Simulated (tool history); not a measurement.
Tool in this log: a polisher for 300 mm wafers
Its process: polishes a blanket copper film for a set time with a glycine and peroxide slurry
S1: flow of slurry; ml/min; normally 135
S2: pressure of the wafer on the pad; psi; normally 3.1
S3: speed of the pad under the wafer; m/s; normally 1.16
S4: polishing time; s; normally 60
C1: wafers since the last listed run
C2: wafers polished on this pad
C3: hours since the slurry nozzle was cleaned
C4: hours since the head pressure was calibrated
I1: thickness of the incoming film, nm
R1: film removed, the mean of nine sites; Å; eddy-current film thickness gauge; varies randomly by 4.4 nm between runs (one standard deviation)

run 1 hour=0.0 | S1=135 S2=3.1 S3=1.16 S4=50 | C1=0 C2=1013 C3=229.2 C4=277.8 | I1=1281.2 | R1=2997
run 2 hour=15.9 | S1=135 S2=3.1 S3=1.16 S4=50 | C1=113 C2=1127 C3=245.1 C4=293.7 | I1=1286.3 | R1=3013
-- hour=30.1 worn pad replaced by a new one
run 3 hour=30.6 | S1=135 S2=3.1 S3=1.16 S4=50 | C1=76 C2=3 C3=259.8 C4=308.4 | I1=1297.2 | R1=3067
run 4 hour=45.0 | S1=135 S2=3.4 S3=1.16 S4=60 | C1=102 C2=106 C3=274.2 C4=322.8 | I1=1293.3 | R1=3875
run 5 hour=56.7 | S1=135 S2=3.4 S3=1.16 S4=60 | C1=83 C2=189 C3=285.9 C4=334.5 | I1=1309.6 | R1=3967
run 6 hour=65.3 | S1=135 S2=3.4 S3=1.16 S4=60 | C1=61 C2=251 C3=294.5 C4=343.1 | I1=1307.8 | R1=4023
run 7 hour=71.8 | S1=135 S2=3.1 S3=1.16 S4=60 | C1=46 C2=297 C3=301.0 C4=349.6 | I1=1329.6 | R1=3637
run 8 hour=81.3 | S1=145 S2=3.1 S3=1.16 S4=60 | C1=67 C2=365 C3=310.5 C4=359.1 | I1=1305.1 | R1=3679
run 9 hour=91.5 | S1=135 S2=3.1 S3=1.16 S4=60 | C1=72 C2=438 C3=320.7 C4=369.3 | I1=1314.1 | R1=3600
run 10 hour=104.6 | S1=135 S2=3.1 S3=1.16 S4=60 | C1=93 C2=531 C3=333.8 C4=382.4 | I1=1328.7 | R1=3635
run 11 hour=111.6 | S1=135 S2=3.1 S3=1.16 S4=60 | C1=49 C2=581 C3=340.8 C4=389.4 | I1=1309.5 | R1=3573
run 12 hour=123.8 | S1=135 S2=3.1 S3=1.16 S4=60 | C1=87 C2=669 C3=353.0 C4=401.6 | I1=1324.0 | R1=3680
-- hour=129.7 slurry nozzle cleaned
run 13 hour=130.3 | S1=145 S2=3.7 S3=0.76 S4=68 | C1=39 C2=708 C3=0.6 C4=408.1 | I1=1318.9 | R1=3350
run 14 hour=142.9 | S1=135 S2=3.1 S3=1.16 S4=70 | C1=89 C2=798 C3=13.2 C4=420.7 | I1=1305.6 | R1=3725
run 15 hour=150.2 | S1=135 S2=3.1 S3=1.16 S4=60 | C1=52 C2=850 C3=20.5 C4=428.0 | I1=1319.7 | R1=3284
run 16 hour=162.7 | S1=125 S2=3.4 S3=1.44 S4=70 | C1=89 C2=939 C3=33.0 C4=440.5 | I1=1301.9 | R1=4637
run 17 hour=176.5 | S1=120 S2=2.2 S3=1.16 S4=60 | C1=98 C2=1038 C3=46.8 C4=454.3 | I1=1299.4 | R1=2285
run 18 hour=186.4 | S1=135 S2=3.6 S3=0.86 S4=60 | C1=70 C2=1108 C3=56.7 C4=464.2 | I1=1303.0 | R1=2923
-- hour=190.2 head pressure recalibrated
-- hour=196.7 worn pad replaced by a new one
run 19 hour=197.2 | S1=135 S2=3.1 S3=0.86 S4=60 | C1=34 C2=3 C3=67.5 C4=7.0 | I1=1307.4 | R1=2559
run 20 hour=209.0 | S1=135 S2=3.1 S3=1.16 S4=60 | C1=84 C2=87 C3=79.3 C4=18.8 | I1=1317.8 | R1=3139
run 21 hour=220.4 | S1=115 S2=2.8 S3=0.90 S4=48 | C1=81 C2=169 C3=90.7 C4=30.2 | I1=1300.0 | R1=1761
-- hour=231.6 slurry nozzle cleaned, repeated, since the last time left the tool worse
run 22 hour=260.2 | S1=135 S2=3.1 S3=1.16 S4=60 | C1=277 C2=446 C3=28.6 C4=70.0 | I1=1295.0 | R1=3755
run 23 hour=267.8 | S1=150 S2=2.8 S3=0.82 S4=40 | C1=54 C2=500 C3=36.2 C4=77.6 | I1=1309.5 | R1=1894
run 24 hour=274.2 | S1=145 S2=3.1 S3=1.16 S4=60 | C1=45 C2=546 C3=42.6 C4=84.0 | I1=1307.5 | R1=3868
run 25 hour=284.0 | S1=120 S2=4.0 S3=1.16 S4=60 | C1=69 C2=616 C3=52.4 C4=93.8 | I1=1312.1 | R1=4630
run 26 hour=300.6 | S1=135 S2=3.1 S3=1.16 S4=60 | C1=118 C2=734 C3=69.0 C4=110.4 | I1=1294.1 | R1=3786
run 27 hour=308.3 | S1=150 S2=4.0 S3=0.96 S4=75 | C1=54 C2=789 C3=76.7 C4=118.1 | I1=1299.2 | R1=5257
run 28 hour=321.9 | S1=170 S2=4.0 S3=1.16 S4=60 | C1=97 C2=887 C3=90.3 C4=131.7 | I1=1308.3 | R1=4967
run 29 hour=330.9 | S1=135 S2=3.1 S3=1.54 S4=60 | C1=64 C2=951 C3=99.3 C4=140.7 | I1=1322.6 | R1=4586
run 30 hour=346.0 | S1=100 S2=3.1 S3=1.48 S4=50 | C1=107 C2=1059 C3=114.4 C4=155.8 | I1=1320.1 | R1=3428
run 31 hour=354.5 | S1=115 S2=3.1 S3=1.16 S4=60 | C1=60 C2=1119 C3=122.9 C4=164.3 | I1=1316.1 | R1=3527
-- hour=360.3 worn pad replaced by a new one
run 32 hour=365.5 | S1=180 S2=3.5 S3=1.16 S4=60 | C1=49 C2=37 C3=133.9 C4=175.3 | I1=1302.6 | R1=4337
run 33 hour=377.9 | S1=135 S2=3.1 S3=0.86 S4=66 | C1=88 C2=125 C3=146.3 C4=187.7 | I1=1299.7 | R1=3342
run 34 hour=385.5 | S1=135 S2=2.3 S3=1.16 S4=54 | C1=54 C2=180 C3=153.9 C4=195.3 | I1=1322.0 | R1=2609
run 35 hour=392.2 | S1=165 S2=3.1 S3=0.96 S4=41 | C1=47 C2=227 C3=160.6 C4=202.0 | I1=1303.7 | R1=2315
run 36 hour=408.9 | S1=175 S2=3.1 S3=1.16 S4=53 | C1=119 C2=347 C3=177.3 C4=218.7 | I1=1306.9 | R1=3444

5 options for the next run, each taken on its own from the tool as it stands now. Forecast them:
run A hour=409.3 | S1=135 S2=3.1 S3=1.16 S4=60 | C1=2 C2=350 C3=177.7 C4=219.1 | I1=1285.6 | R1=?
run B hour=409.3 | S1=135 S2=3.9 S3=1.16 S4=60 | C1=2 C2=350 C3=177.7 C4=219.1 | I1=1285.6 | R1=?
run C hour=409.3 | S1=135 S2=2.1 S3=1.16 S4=60 | C1=2 C2=350 C3=177.7 C4=219.1 | I1=1285.6 | R1=?
run D hour=409.3 | S1=135 S2=3.1 S3=1.16 S4=77 | C1=2 C2=350 C3=177.7 C4=219.1 | I1=1285.6 | R1=?
run E hour=409.3 | S1=135 S2=2.1 S3=0.86 S4=65 | C1=2 C2=350 C3=177.7 C4=219.1 | I1=1285.6 | R1=?

run=A R1=3733
run=B R1=4560
run=C R1=2699
run=D R1=4791
run=E R1=2426
Take away the tool's hidden state, keep each run's random variation, and the runs would have read:
run=A R1=3900
run=B R1=4764
run=C R1=2820
run=D R1=5004
run=E R1=2535
